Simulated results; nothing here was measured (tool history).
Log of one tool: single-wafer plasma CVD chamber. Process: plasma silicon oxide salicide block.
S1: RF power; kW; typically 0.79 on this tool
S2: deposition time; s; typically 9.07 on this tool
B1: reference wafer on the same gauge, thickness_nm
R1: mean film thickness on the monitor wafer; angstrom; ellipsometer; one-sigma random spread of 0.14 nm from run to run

Run 1, hour 0: usual settings; B1 104.602. Result: R1 933.2 angstrom.
Run 2, hour 12: usual settings but S1 0.89 kW, S2 9.55 s; B1 104.571. Result: R1 1014.08 angstrom.
At hour 13.8: gauge calibrated.
Run 3, hour 26.5: usual settings but S1 0.89 kW, S2 9.55 s; B1 104.653. Result: R1 1013.26 angstrom.
Run 4, hour 33.6: usual settings but S1 0.745 kW, S2 9.8 s; B1 104.6. Result: R1 996.24 angstrom.
At hour 62.1: RF generator calibrated.
Run 5, hour 62.6: usual settings but S1 0.745 kW, S2 9.8 s; B1 104.589. Result: R1 995.29 angstrom.
Run 6, hour 68.6: usual settings but S1 0.915 kW; B1 104.582. Result: R1 967.22 angstrom.
Run 7, hour 75.2: usual settings but S1 0.915 kW; B1 104.566. Result: R1 966.13 angstrom.
At hour 89.5: showerhead replaced.
Run 8, hour 103: usual settings but S2 10.74 s; B1 104.597. Result: R1 1105.36 angstrom.
Run 9, hour 109.4: usual settings but S1 0.745 kW, S2 9.8 s; B1 104.55. Result: R1 994.48 angstrom.
Run 10, hour 124.8: usual settings but S1 0.73 kW, S2 10.65 s; B1 104.542. Result: R1 1072.5 angstrom.
At hour 130.1: gauge calibrated.
Run 11, hour 132.8: usual settings but S1 0.865 kW, S2 10.29 s; B1 104.594. Result: R1 1083.46 angstrom.
Run 12, hour 166.3: usual settings but S2 7.92 s; B1 104.592. Result: R1 816.4 angstrom.
Run 13, hour 176.2: usual settings but S1 0.67 kW; B1 104.614. Result: R1 897.62 angstrom.
Run 14, hour 188.6: usual settings but S1 0.915 kW; B1 104.629. Result: R1 968.09 angstrom.
Run 15, hour 205.4: usual settings but S1 0.84 kW, S2 10.25 s; B1 104.634. Result: R1 1072.55 angstrom.

Here are 4 independent what-if runs from the current tool condition. What would each one return?
Run A, hour 205.8: usual settings but S1 0.655 kW; B1 ?. Result: R1 ?.
Run B, hour 205.8: usual settings but S2 7.31 s; B1 ?. Result: R1 ?.
Run C, hour 205.8: usual settings but S1 0.895 kW, S2 10.8 s; B1 ?. Result: R1 ?.
Run D, hour 205.8: usual settings but S1 0.935 kW, S2 10.34 s; B1 ?. Result: R1 ?.

run      B1       R1
  A  104.56      891
  B  104.56   750.48
  C  104.56  1142.89
  D  104.56  1106.08
Without the tool's unlogged condition, the same runs would have read:
run       R1
  A      891
  B   750.48
  C  1142.89
  D  1106.08
